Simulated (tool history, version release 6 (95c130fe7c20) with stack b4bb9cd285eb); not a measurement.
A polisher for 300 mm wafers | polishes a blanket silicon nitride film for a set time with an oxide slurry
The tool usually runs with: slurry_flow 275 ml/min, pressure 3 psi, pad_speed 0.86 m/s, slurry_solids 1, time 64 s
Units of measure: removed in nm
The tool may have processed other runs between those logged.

run,hour,slurry_flow,pressure,pad_speed,slurry_solids,time,"incoming thickness of the incoming film, nm",removed
1,0,275,3,0.86,1,64,586.9,23.1
2,8.6,355,3,1.1,1.2,81,584.6,35
3,22.3,275,3,0.86,1,52,588,18.2
# hour 36.3: conditioning disc replaced and pad reconditioned
4,36.8,275,3,0.86,1,64,570.6,25.3
5,52.3,275,3.7,0.66,1.25,64,591.2,26
# hour 70.8: worn pad replaced by a new one
6,71.3,275,3.5,0.98,1,80,575.2,41
# hour 77.7: slurry nozzle cleaned
7,79.6,275,4,0.86,1,85,583,42.7
8,89.6,275,3,0.86,1,64,583.7,26.4
9,104.8,310,3.5,1.04,1,82,578.4,39.8
10,117.8,220,3,1.1,1.2,84,583.4,37.2
# hour 155: slurry blender recalibrated
11,158,275,3,0.86,1,64,584.6,22.6
12,165.6,230,3,0.86,1,64,570.4,22.1
13,181.9,220,3,1.1,1.2,84,588.6,35
14,191.1,275,3,0.86,1,64,577.2,22.2
# hour 206.7: worn pad replaced by a new one
# hour 209.2: head pressure recalibrated
15,209.7,195,2.4,1.08,0.75,64,581,22.1
16,219.6,245,3,0.58,1,64,576.9,19.3
17,265.6,275,2.6,0.86,1,55,579.2,16.9
18,281.9,275,3,1.14,1.2,64,591.6,27.2
19,298.8,275,2.3,0.86,1,64,581.5,18.1
20,310.1,275,3,0.86,1,64,577.2,21.7
21,328,275,3,0.86,1,64,581.8,21.6
# hour 330.2: conditioning disc replaced and pad reconditioned
22,344.8,275,3,0.86,1,64,590,24.2
# hour 349.1: worn pad replaced by a new one
23,356.1,275,3,0.74,1,46,582.4,18.4
24,371.8,275,3,0.86,1,64,580.8,26.5
25,383.5,210,3,0.56,0.9,58,582.3,17.2

Branching from run 25: 5 alternative next runs. What would each branch give?
A,383.9,275,3,0.86,1,64,576.6,?
B,383.9,360,3.6,0.58,1,64,576.6,?
C,383.9,275,3,0.7,1,64,576.6,?
D,383.9,330,3,0.86,1,49,576.6,?
E,383.9,330,3.9,0.86,1,64,576.6,?

run,removed
A,25.6
B,23.6
C,22.6
D,20
E,31.3
The same runs, with their run-to-run variation unchanged, on a tool lacking any hidden condition would have given:
run,removed
A,30
B,27.4
C,26.3
D,23.4
E,37.1
